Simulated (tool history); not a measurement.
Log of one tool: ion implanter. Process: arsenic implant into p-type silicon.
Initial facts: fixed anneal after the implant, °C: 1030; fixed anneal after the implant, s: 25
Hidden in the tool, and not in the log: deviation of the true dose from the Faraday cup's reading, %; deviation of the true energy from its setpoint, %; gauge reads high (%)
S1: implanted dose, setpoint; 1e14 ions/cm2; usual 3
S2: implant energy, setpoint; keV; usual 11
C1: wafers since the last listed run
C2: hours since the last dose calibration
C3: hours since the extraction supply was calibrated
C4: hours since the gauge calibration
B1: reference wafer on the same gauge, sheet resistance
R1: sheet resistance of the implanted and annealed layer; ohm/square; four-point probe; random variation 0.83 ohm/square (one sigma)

Run 1, hour 0: usual settings but S1 2.47 1e14 ions/cm2; C1 0; C2 234.2; C3 1243.1; C4 2520.2; B1 231.4. Result: R1 327.12 ohm/square.
Run 2, hour 38.5: usual settings but S1 2.47 1e14 ions/cm2; C1 621; C2 272.7; C3 1281.6; C4 2558.7; B1 231.61. Result: R1 325.99 ohm/square.
Run 3, hour 121.4: usual settings but S2 13 keV; C1 1338; C2 355.6; C3 1364.5; C4 2641.6; B1 231.66. Result: R1 276.85 ohm/square.
Run 4, hour 185: usual settings; C1 1026; C2 419.2; C3 1428.1; C4 2705.2; B1 231.83. Result: R1 281.06 ohm/square.
Run 5, hour 267.7: usual settings; C1 1335; C2 501.9; C3 1510.8; C4 2787.9; B1 231.9. Result: R1 281.64 ohm/square.
Run 6, hour 328.3: usual settings but S1 3.68 1e14 ions/cm2, S2 8 keV; C1 978; C2 562.5; C3 1571.4; C4 2848.5; B1 232.14. Result: R1 243.02 ohm/square.
Run 7, hour 372.2: usual settings; C1 708; C2 606.4; C3 1615.3; C4 2892.4; B1 232.15. Result: R1 280.72 ohm/square.
Run 8, hour 444.5: usual settings; C1 1167; C2 678.7; C3 1687.6; C4 2964.7; B1 232.32. Result: R1 281.43 ohm/square.
Run 9, hour 541.3: usual settings; C1 1562; C2 775.5; C3 1784.4; C4 3061.5; B1 232.5. Result: R1 281.62 ohm/square.
At hour 560.9: Faraday cup replaced and dose calibrated.
At hour 569.2: gauge calibrated.
Run 10, hour 620.2: usual settings but S2 10 keV; C1 1144; C2 59.3; C3 1863.3; C4 51; B1 225.53. Result: R1 274.79 ohm/square.
Run 11, hour 675.1: usual settings; C1 886; C2 114.2; C3 1918.2; C4 105.9; B1 225.43. Result: R1 273.09 ohm/square.
Run 12, hour 736.1: usual settings; C1 984; C2 175.2; C3 1979.2; C4 166.9; B1 225.79. Result: R1 271.96 ohm/square.
Run 13, hour 800.2: usual settings but S1 3.43 1e14 ions/cm2; C1 1034; C2 239.3; C3 2043.3; C4 231; B1 225.93. Result: R1 247.07 ohm/square.
Run 14, hour 904.1: usual settings but S1 3.81 1e14 ions/cm2, S2 9.5 keV; C1 1677; C2 343.2; C3 2147.2; C4 334.9; B1 226. Result: R1 229.67 ohm/square.
Run 15, hour 941.1: usual settings but S1 3.88 1e14 ions/cm2; C1 597; C2 380.2; C3 2184.2; C4 371.9; B1 226.07. Result: R1 224.08 ohm/square.
Run 16, hour 1037.6: usual settings but S1 2.34 1e14 ions/cm2, S2 15 keV; C1 1557; C2 476.7; C3 2280.7; C4 468.4; B1 226.29. Result: R1 323.06 ohm/square.
Run 17, hour 1125.4: usual settings but S2 9 keV; C1 1417; C2 564.5; C3 2368.5; C4 556.2; B1 226.35. Result: R1 276.67 ohm/square.
Run 18, hour 1227.4: usual settings but S1 3.57 1e14 ions/cm2; C1 1646; C2 666.5; C3 2470.5; C4 658.2; B1 226.7. Result: R1 239.11 ohm/square.
Run 19, hour 1334.5: usual settings; C1 1729; C2 773.6; C3 2577.6; C4 765.3; B1 226.88. Result: R1 274.09 ohm/square.
Run 20, hour 1385: usual settings but S1 2.37 1e14 ions/cm2, S2 9 keV; C1 815; C2 824.1; C3 2628.1; C4 815.8; B1 226.86. Result: R1 336.84 ohm/square.
Run 21, hour 1484.3: usual settings but S1 3.64 1e14 ions/cm2, S2 8 keV; C1 1603; C2 923.4; C3 2727.4; C4 915.1; B1 227.22. Result: R1 240.31 ohm/square.
At hour 1546.2: Faraday cup replaced and dose calibrated.
Run 22, hour 1583.7: usual settings but S1 3.23 1e14 ions/cm2, S2 12 keV; C1 1475; C2 37.5; C3 2826.8; C4 1014.5; B1 227.33. Result: R1 258.8 ohm/square.
Run 23, hour 1686.5: usual settings but S1 3.66 1e14 ions/cm2, S2 9 keV; C1 1659; C2 140.3; C3 2929.6; C4 1117.3; B1 227.34. Result: R1 238.74 ohm/square.
At hour 1909.6: extraction supply calibrated.
Run 24, hour 1928.5: usual settings but S1 2.44 1e14 ions/cm2, S2 13 keV; C1 3777; C2 382.3; C3 18.9; C4 1359.3; B1 228.09. Result: R1 319 ohm/square.
Run 25, hour 2004.7: usual settings; C1 1230; C2 458.5; C3 95.1; C4 1435.5; B1 228.19. Result: R1 276.17 ohm/square.
Run 26, hour 2095.1: usual settings; C1 1459; C2 548.9; C3 185.5; C4 1525.9; B1 228.49. Result: R1 277.7 ohm/square.
Run 27, hour 2158.4: usual settings but S1 2.47 1e14 ions/cm2, S2 9 keV; C1 1021; C2 612.2; C3 248.8; C4 1589.2; B1 228.41. Result: R1 326.73 ohm/square.
Run 28, hour 2265.3: usual settings but S1 2.67 1e14 ions/cm2, S2 13.5 keV; C1 1725; C2 719.1; C3 355.7; C4 1696.1; B1 228.49. Result: R1 298.52 ohm/square.
Run 29, hour 2336.9: usual settings but S1 3.64 1e14 ions/cm2, S2 9.5 keV; C1 1155; C2 790.7; C3 427.3; C4 1767.7; B1 228.77. Result: R1 240.84 ohm/square.
At hour 2360.2: Faraday cup replaced and dose calibrated.
Run 30, hour 2382.4: usual settings but S1 3.59 1e14 ions/cm2, S2 12.5 keV; C1 605; C2 22.2; C3 472.8; C4 1813.2; B1 229.01. Result: R1 237.65 ohm/square.
Run 31, hour 2419.7: usual settings but S1 2.45 1e14 ions/cm2, S2 7.5 keV; C1 602; C2 59.5; C3 510.1; C4 1850.5; B1 228.92. Result: R1 334.51 ohm/square.
Run 32, hour 2499.3: usual settings but S1 3.69 1e14 ions/cm2, S2 9.5 keV; C1 1285; C2 139.1; C3 589.7; C4 1930.1; B1 229.2. Result: R1 237.07 ohm/square.
Run 33, hour 2559.4: usual settings but S1 3.81 1e14 ions/cm2, S2 13.5 keV; C1 970; C2 199.2; C3 649.8; C4 1990.2; B1 229.25. Result: R1 226.69 ohm/square.
Run 34, hour 2614.4: usual settings; C1 887; C2 254.2; C3 704.8; C4 2045.2; B1 229.33. Result: R1 278.85 ohm/square.
Run 35, hour 2705.5: usual settings but S1 3.29 1e14 ions/cm2, S2 14 keV; C1 1470; C2 345.3; C3 795.9; C4 2136.3; B1 229.54. Result: R1 253.39 ohm/square.
Run 36, hour 2783: usual settings; C1 1251; C2 422.8; C3 873.4; C4 2213.8; B1 229.88. Result: R1 277.05 ohm/square.

Results for each run, recomputed without the tool's hidden state and with each run's random variation untouched:
run      R1
  1  319.47
  2  318.26
  3  270.08
  4  274.04
  5   274.4
  6  236.65
  7  273.26
  8  273.78
  9  273.73
 10  275.53
 11   273.7
 12  272.41
 13  247.33
 14   229.7
 15  224.04
 16  322.72
 17  276.16
 18  238.45
 19  273.07
 20  335.44
 21   239.1
 22  257.26
 23   237.1
 24  316.13
 25   273.5
 26   274.8
 27  323.13
 28  294.95
 29   237.8
 30  234.56
 31  330.05
 32  233.75
 33  223.39
 34  274.66
 35  249.38
 36  272.48

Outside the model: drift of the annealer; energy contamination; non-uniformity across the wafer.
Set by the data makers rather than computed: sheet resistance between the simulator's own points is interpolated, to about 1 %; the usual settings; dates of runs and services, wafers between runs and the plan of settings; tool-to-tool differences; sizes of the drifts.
